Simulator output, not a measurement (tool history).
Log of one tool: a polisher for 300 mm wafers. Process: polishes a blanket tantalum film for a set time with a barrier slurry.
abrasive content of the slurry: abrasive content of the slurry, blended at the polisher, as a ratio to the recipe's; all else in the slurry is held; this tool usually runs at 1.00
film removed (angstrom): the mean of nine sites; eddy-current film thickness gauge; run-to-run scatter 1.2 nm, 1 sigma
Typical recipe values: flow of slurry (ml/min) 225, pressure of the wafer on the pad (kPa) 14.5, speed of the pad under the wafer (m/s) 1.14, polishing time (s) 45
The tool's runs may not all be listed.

run,hour,flow of slurry (ml/min),pressure of the wafer on the pad (kPa),speed of the pad under the wafer (m/s),abrasive content of the slurry,polishing time (s),"incoming thickness of the incoming film, nm",film removed (angstrom)
1,0.0,225,14.5,1.14,1.00,53,255.3,936
2,13.5,225,14.5,1.14,1.00,53,260.8,940
3,24.4,225,14.5,1.14,1.00,53,263.0,921
# hour 32.3: worn pad replaced by a new one
4,32.8,225,14.5,1.14,1.20,45,260.1,825
5,46.9,225,14.5,1.14,1.20,45,263.8,829
6,59.0,255,14.5,1.14,1.00,45,261.8,804
7,67.5,225,13.1,1.14,1.00,45,261.4,715
8,80.8,225,13.1,1.14,1.00,45,260.2,717
9,94.1,225,13.1,1.14,1.00,45,261.8,724
# hour 121.7: slurry blender recalibrated
# hour 129.8: worn pad replaced by a new one
10,145.4,265,14.5,1.46,1.00,45,264.9,1001
11,159.5,225,14.5,1.14,1.00,45,264.0,768
# hour 167.4: head pressure recalibrated
12,176.7,225,14.5,1.14,1.00,45,259.6,772
13,189.3,145,14.5,1.14,1.00,45,259.3,676
14,206.3,225,13.1,1.14,1.00,45,258.5,696
15,213.1,200,14.5,1.36,1.00,45,259.8,867
# hour 217.1: worn pad replaced by a new one
# hour 227.8: slurry nozzle cleaned
# hour 253.2: slurry blender recalibrated
16,262.4,225,11.7,1.52,0.85,45,259.9,854
17,274.5,225,17.9,1.50,1.00,45,260.1,1222
18,285.2,265,14.5,1.14,1.00,45,262.1,857

What if the next run were any one of these 3? Each begins from the tool's condition after run 18:
A,285.6,190,14.5,1.14,1.00,45,261.9,?
B,285.6,225,17.2,1.14,1.10,45,261.9,?
C,285.6,225,19.3,1.14,1.00,52,261.9,?

run,film removed (angstrom)
A,808
B,989
C,1220
Stripped of hidden state, with their random variation kept, the same runs would have yielded:
run,film removed (angstrom)
A,838
B,1020
C,1259
